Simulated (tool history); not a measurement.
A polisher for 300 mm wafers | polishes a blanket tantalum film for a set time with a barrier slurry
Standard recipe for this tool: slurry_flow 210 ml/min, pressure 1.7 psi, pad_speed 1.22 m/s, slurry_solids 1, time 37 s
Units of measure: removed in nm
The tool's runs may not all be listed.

run	hour	slurry_flow	pressure	pad_speed	slurry_solids	time	wafers since the last listed run	wafers polished on this pad	hours since the slurry nozzle was cleaned	hours since the head pressure was calibrated	hours since the slurry blender was calibrated	incoming thickness of the incoming film, nm	removed
1	0	210	1.7	1.22	1	37	0	1340	463.8	622.5	34.9	179.1	73.5
# hour 0.6: worn pad replaced by a new one
2	18.9	210	1.7	1.22	1	37	171	171	482.7	641.4	53.8	179.6	76.7
3	36.3	210	1.7	1.22	1	37	162	333	500.1	658.8	71.2	181.3	75.1
4	68.3	255	1.7	1.22	1	37	298	631	532.1	690.8	103.2	180.1	76.1
5	82.6	255	1.7	1.22	1	37	133	764	546.4	705.1	117.5	178.3	76.2
6	104.5	210	1.9	1.22	1	37	204	969	568.3	727	139.4	182.6	80.7
7	121.2	210	1.7	1.22	1	41	155	1124	585	743.7	156.1	178.8	81.4
8	141	210	1.7	1.22	1	37	184	1309	604.8	763.5	175.9	180.6	73.3
# hour 146.3: worn pad replaced by a new one
9	170.4	210	1.5	0.92	1.3	37	236	224	634.2	792.9	205.3	176.7	56.1
10	187.6	210	1.4	1.6	0.8	29	160	384	651.4	810.1	222.5	182.4	52.7
# hour 201.3: slurry nozzle cleaned
11	209	245	1.3	0.9	1.25	37	190	574	7.7	831.5	243.9	183.2	49.4
# hour 227.7: head pressure recalibrated
# hour 250: worn pad replaced by a new one, repeated, since the last time left the tool worse
# hour 302.2: slurry blender recalibrated
12	306.8	175	1.7	1.22	1	37	837	510	105.5	79.1	4.6	181.7	73
13	337.1	230	2.1	1.32	1	50	282	793	135.8	109.4	34.9	180.4	128.2
14	359.1	210	1.7	1.22	1	37	205	998	157.8	131.4	56.9	182.3	73.3
# hour 383.3: worn pad replaced by a new one
15	389.3	140	1.7	1.1	0.85	37	244	55	188	161.6	87.1	179.4	61.9
16	417.2	210	1.7	1.22	1	37	260	315	215.9	189.5	115	177.2	75.6

Each row is a separate what-if for the run after 16, all from the same tool condition, not one after another. Results?
A	417.6	210	1.7	1.22	1	37	3	319	216.3	189.9	115.4	180.4	?
B	417.6	240	1.7	1.22	1.25	31	3	319	216.3	189.9	115.4	180.4	?
C	417.6	250	1.7	0.86	1	37	3	319	216.3	189.9	115.4	180.4	?
D	417.6	210	1.7	0.88	1.1	37	3	319	216.3	189.9	115.4	180.4	?

run	removed
A	75.4
B	68.5
C	60.7
D	62.1
Without the tool's hidden state the same runs would have given:
run	removed
A	76.5
B	69.6
C	61.6
D	63
